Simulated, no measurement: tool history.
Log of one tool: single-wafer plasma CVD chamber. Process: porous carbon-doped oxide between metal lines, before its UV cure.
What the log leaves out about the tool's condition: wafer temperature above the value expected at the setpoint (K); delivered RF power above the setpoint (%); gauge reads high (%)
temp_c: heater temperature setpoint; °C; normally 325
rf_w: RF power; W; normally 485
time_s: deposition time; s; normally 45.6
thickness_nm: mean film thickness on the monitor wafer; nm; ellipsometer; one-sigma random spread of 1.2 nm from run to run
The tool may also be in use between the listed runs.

| run | day | temp_c | rf_w | time_s | wafers since the last listed run | hours since the last thermocouple change | hours since the last RF generator calibration | hours since the showerhead was replaced | hours since the gauge calibration | read-back reference wafer on the same gauge, thickness_nm | thickness_nm |
|---|---|---|---|---|---|---|---|---|---|---|---|
| 1 | 0 | 325 | 550 | 45.6 | 0 | 1885.2 | 915.1 | 3884.7 | 220.6 | 269.918 | 252.197 |
| 2 | 0.5 | 325 | 550 | 45.6 | 233 | 1897.2 | 927.1 | 3896.7 | 232.6 | 269.626 | 252.043 |
| 3 | 1.808 | 325 | 485 | 45.6 | 609 | 1928.6 | 958.5 | 3928.1 | 264 | 269.638 | 225.975 |
| 4 | 4.388 | 325 | 485 | 45.6 | 1202 | 1990.5 | 1020.4 | 3990 | 325.9 | 270.385 | 226.24 |
| 5 | 5.079 | 325 | 485 | 45.6 | 322 | 2007.1 | 1037 | 4006.6 | 342.5 | 269.991 | 224.023 |
| 6 | 5.683 | 325 | 485 | 45.6 | 281 | 2021.6 | 1051.5 | 4021.1 | 357 | 269.963 | 225.094 |
| 7 | 6.292 | 333 | 485 | 45.6 | 283 | 2036.2 | 1066.1 | 4035.7 | 371.6 | 269.841 | 217.842 |
| 8 | 7.646 | 325 | 485 | 45.6 | 631 | 2068.7 | 1098.6 | 4068.2 | 404.1 | 269.728 | 225.625 |
| 9 | 8.35 | 325 | 485 | 45.6 | 328 | 2085.6 | 1115.5 | 4085.1 | 421 | 269.533 | 226.61 |
| 10 | 9.696 | 325 | 485 | 45.6 | 627 | 2117.9 | 1147.8 | 4117.4 | 453.3 | 270.281 | 224.22 |
| 11 | 11.075 | 325 | 560 | 45.6 | 642 | 2151 | 1180.9 | 4150.5 | 486.4 | 270.249 | 258.964 |
| 12 | 12.571 | 325 | 465 | 39.3 | 697 | 2186.9 | 1216.8 | 4186.4 | 522.3 | 270.266 | 185.822 |
| 13 | 13.55 | 325 | 465 | 39.3 | 456 | 2210.4 | 1240.3 | 4209.9 | 545.8 | 269.293 | 187.979 |
| 14 | 14.279 | 330 | 540 | 54.3 | 339 | 2227.9 | 1257.8 | 4227.4 | 563.3 | 270.487 | 288.638 |
| 15 | 15.421 | 331 | 570 | 37 | 532 | 2255.3 | 1285.2 | 4254.8 | 590.7 | 270.108 | 208.159 |
|  | 15.938 | RF generator calibrated |
| 16 | 16.888 | 317 | 485 | 45.6 | 528 | 2290.5 | 22.8 | 4290 | 625.9 | 270.04 | 234.334 |
| 17 | 17.429 | 325 | 485 | 45.6 | 252 | 2303.5 | 35.8 | 4303 | 638.9 | 270.415 | 225.843 |
| 18 | 18.371 | 321 | 485 | 49.8 | 438 | 2326.1 | 58.4 | 4325.6 | 661.5 | 269.759 | 251.671 |
| 19 | 19.604 | 325 | 485 | 50.5 | 574 | 2355.7 | 88 | 4355.2 | 691.1 | 269.527 | 250.602 |
|  | 20.704 | thermocouple changed; heater temperature recalibrated |
| 20 | 20.725 | 325 | 485 | 45.6 | 367 | 0.5 | 114.9 | 4382.1 | 718 | 270.35 | 224.895 |
| 21 | 21.85 | 315 | 485 | 40.6 | 524 | 27.5 | 141.9 | 4409.1 | 745 | 269.742 | 211.148 |
| 22 | 22.621 | 325 | 485 | 40.8 | 359 | 46 | 160.4 | 4427.6 | 763.5 | 270.379 | 201.972 |
| 23 | 23.383 | 325 | 485 | 45.6 | 355 | 64.3 | 178.7 | 4445.9 | 781.8 | 269.875 | 224.858 |
|  | 23.796 | showerhead replaced |
| 24 | 24.154 | 311 | 545 | 48.3 | 203 | 82.8 | 197.2 | 8.6 | 800.3 | 270.306 | 284.651 |
|  | 24.371 | gauge calibrated |
| 25 | 25.412 | 325 | 415 | 38.4 | 586 | 113 | 227.4 | 38.8 | 25 | 269.26 | 160.508 |
| 26 | 25.938 | 314 | 510 | 51.8 | 244 | 125.6 | 240 | 51.4 | 37.6 | 269.476 | 280.08 |
| 27 | 27.429 | 318 | 485 | 52.8 | 695 | 161.4 | 275.8 | 87.2 | 73.4 | 269.609 | 268.501 |
| 28 | 28.225 | 325 | 485 | 38.3 | 370 | 180.5 | 294.9 | 106.3 | 92.5 | 269.26 | 190.272 |
| 29 | 29.721 | 325 | 485 | 45.6 | 697 | 216.4 | 330.8 | 142.2 | 128.4 | 269.579 | 225.882 |
| 30 | 30.229 | 311 | 545 | 48.3 | 236 | 228.6 | 343 | 154.4 | 140.6 | 270.022 | 284.42 |
| 31 | 31.092 | 325 | 515 | 37.3 | 402 | 249.3 | 363.7 | 175.1 | 161.3 | 269.358 | 196.285 |
| 32 | 32.367 | 321 | 555 | 38.4 | 594 | 279.9 | 394.3 | 205.7 | 191.9 | 270.013 | 222.333 |
| 33 | 33.133 | 325 | 485 | 45.6 | 357 | 298.3 | 412.7 | 224.1 | 210.3 | 270.013 | 223.103 |

Give the tool's hidden conditions for every run:
wafer temperature above the value expected at the setpoint (K): 0 at every run
delivered RF power above the setpoint (%): 0 at every run
gauge reads high (%): 0 at every run

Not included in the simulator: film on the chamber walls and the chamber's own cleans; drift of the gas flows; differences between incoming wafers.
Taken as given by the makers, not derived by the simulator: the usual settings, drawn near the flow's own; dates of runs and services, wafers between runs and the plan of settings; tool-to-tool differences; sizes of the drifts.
